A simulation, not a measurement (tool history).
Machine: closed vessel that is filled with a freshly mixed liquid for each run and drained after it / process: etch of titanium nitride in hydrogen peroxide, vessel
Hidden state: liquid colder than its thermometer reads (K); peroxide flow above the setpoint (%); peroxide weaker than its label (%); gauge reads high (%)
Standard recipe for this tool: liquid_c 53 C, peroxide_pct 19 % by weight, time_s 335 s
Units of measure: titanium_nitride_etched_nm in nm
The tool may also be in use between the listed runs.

| run | hour | liquid_c | peroxide_pct | time_s | wafers since the last listed run | hours since the thermometer was replaced | hours since the peroxide flow meter was replaced | hours since the drum of peroxide was connected | hours since the gauge calibration | read-back film thickness of the titanium nitride reference wafer, read on the same gauge (nm) | titanium_nitride_etched_nm |
|---|---|---|---|---|---|---|---|---|---|---|---|
| 1 | 0 | 59 | 17.5 | 335 | 0 | 995.8 | 1461.8 | 834.4 | 253.9 | 70.01 | 14.98 |
|  | 24.7 | gauge calibrated |
| 2 | 31.8 | 59 | 17.5 | 335 | 2620 | 1027.6 | 1493.6 | 866.2 | 7.1 | 69.98 | 15.02 |
| 3 | 44.4 | 59 | 17.5 | 335 | 1038 | 1040.2 | 1506.2 | 878.8 | 19.7 | 69.99 | 14.89 |
| 4 | 77 | 53 | 17.5 | 335 | 2686 | 1072.8 | 1538.8 | 911.4 | 52.3 | 69.98 | 9.82 |
| 5 | 106.2 | 53 | 17.5 | 335 | 2406 | 1102 | 1568 | 940.6 | 81.5 | 69.99 | 9.77 |
| 6 | 132.9 | 53 | 19 | 455 | 2200 | 1128.7 | 1594.7 | 967.3 | 108.2 | 70 | 13.42 |
| 7 | 165.7 | 53 | 21 | 335 | 2702 | 1161.5 | 1627.5 | 1000.1 | 141 | 70.01 | 10.13 |
| 8 | 229.5 | 53 | 21 | 335 | 5257 | 1225.3 | 1691.3 | 1063.9 | 204.8 | 70.01 | 10.12 |
|  | 236.2 | new drum of peroxide connected |
|  | 239.2 | thermometer replaced |
| 9 | 258.2 | 53 | 21 | 335 | 2200 | 19 | 1720 | 22 | 233.5 | 70.01 | 9.68 |
| 10 | 277.3 | 53 | 19 | 400 | 1573 | 38.1 | 1739.1 | 41.1 | 252.6 | 70 | 11.26 |
| 11 | 293.5 | 53 | 19 | 335 | 1334 | 54.3 | 1755.3 | 57.3 | 268.8 | 70.01 | 9.47 |
|  | 295.6 | peroxide flow meter replaced |
| 12 | 319.8 | 50 | 16.5 | 215 | 2084 | 80.6 | 24.2 | 83.6 | 295.1 | 70.01 | 4.74 |
|  | 339.5 | thermometer replaced, repeated, since the last time left the tool worse |
| 13 | 341.2 | 53 | 19 | 335 | 1681 | 1.7 | 45.6 | 105 | 316.5 | 70 | 10.43 |
|  | 366.7 | gauge calibrated |
| 14 | 377.7 | 53 | 21 | 335 | 3007 | 38.2 | 82.1 | 141.5 | 11 | 70 | 10.7 |
| 15 | 394.4 | 60 | 16 | 405 | 1376 | 54.9 | 98.8 | 158.2 | 27.7 | 70 | 19.74 |
| 16 | 428 | 53 | 13.5 | 435 | 2768 | 88.5 | 132.4 | 191.8 | 61.3 | 70.02 | 12.55 |
| 17 | 441 | 61.5 | 19 | 135 | 1071 | 101.5 | 145.4 | 204.8 | 74.3 | 69.96 | 7.55 |
| 18 | 467.5 | 45 | 19 | 335 | 2183 | 128 | 171.9 | 231.3 | 100.8 | 70.01 | 5.79 |
| 19 | 499.7 | 58 | 22.5 | 335 | 2653 | 160.2 | 204.1 | 263.5 | 133 | 70.01 | 15.14 |
| 20 | 518.5 | 53 | 19 | 335 | 1549 | 179 | 222.9 | 282.3 | 151.8 | 70.01 | 10.43 |
| 21 | 547.4 | 53 | 19 | 335 | 2381 | 207.9 | 251.8 | 311.2 | 180.7 | 70.03 | 10.24 |
| 22 | 562.9 | 53 | 22 | 335 | 1277 | 223.4 | 267.3 | 326.7 | 196.2 | 69.99 | 10.65 |

Predict each of these 5 candidate next runs independently; none follows another, all start after run 22:
| A | 563.6 | 53 | 19 | 335 | 57 | 224.1 | 268 | 327.4 | 196.9 | ? | ? |
| B | 563.6 | 53 | 19 | 250 | 57 | 224.1 | 268 | 327.4 | 196.9 | ? | ? |
| C | 563.6 | 53 | 16 | 335 | 57 | 224.1 | 268 | 327.4 | 196.9 | ? | ? |
| D | 563.6 | 53 | 24 | 280 | 57 | 224.1 | 268 | 327.4 | 196.9 | ? | ? |
| E | 563.6 | 53 | 19 | 140 | 57 | 224.1 | 268 | 327.4 | 196.9 | ? | ? |

| run | read-back film thickness of the titanium nitride reference wafer, read on the same gauge (nm) | titanium_nitride_etched_nm |
|---|---|---|
| A | 70 | 10.4 |
| B | 70 | 7.76 |
| C | 70 | 10.03 |
| D | 70 | 9.14 |
| E | 70 | 4.35 |
Without the tool's unlogged condition, the same runs would have read:
| run | titanium_nitride_etched_nm |
|---|---|
| A | 10.5 |
| B | 7.83 |
| C | 10.12 |
| D | 9.23 |
| E | 4.39 |
